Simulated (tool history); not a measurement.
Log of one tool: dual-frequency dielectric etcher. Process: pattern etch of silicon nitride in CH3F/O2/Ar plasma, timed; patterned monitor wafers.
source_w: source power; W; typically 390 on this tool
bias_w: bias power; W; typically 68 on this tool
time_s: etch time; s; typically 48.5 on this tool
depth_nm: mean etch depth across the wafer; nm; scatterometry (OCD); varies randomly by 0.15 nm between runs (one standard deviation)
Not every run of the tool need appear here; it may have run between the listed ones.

run	hour	source_w	bias_w	time_s	read-back reference wafer on the same gauge, depth_nm	depth_nm
1	0.0	390	68	48.5	32.13	32.06
2	16.3	390	68	48.5	32.11	32.19
3	29.4	390	68	48.5	32.15	32.23
4	49.1	390	60	48.5	32.10	31.72
# hour 76.3: source power generator calibrated
# hour 78.4: upper electrode replaced
5	78.9	390	68	48.5	32.13	32.87
6	79.2	390	68	48.5	32.06	32.86
7	87.9	390	68	48.5	32.10	32.46
# hour 88.5: gauge calibrated
8	94.7	450	76	48.5	32.08	35.18
9	105.6	320	68	48.5	32.08	31.38
10	119.9	390	68	48.5	32.12	32.59
# hour 131.9: bias power generator calibrated
# hour 152.7: wet clean of the chamber
11	153.2	430	54	48.5	32.09	30.79
12	153.5	340	68	36.0	32.10	22.41
13	153.8	390	68	48.5	32.11	31.13
14	161.8	300	62	48.5	32.09	28.93
15	174.2	390	83	58.0	32.06	39.22
16	185.1	390	54	41.5	32.13	25.55

Run 17 has not been measured yet. What should we expect?
17	199.1	390	68	48.5	?	?

Run 17 came out at read-back reference wafer on the same gauge, depth_nm 32.09, depth_nm 31.62 nm.
Were there no unlogged condition in the tool, this run, its random variation unchanged, would have produced depth_nm 31.44 nm.
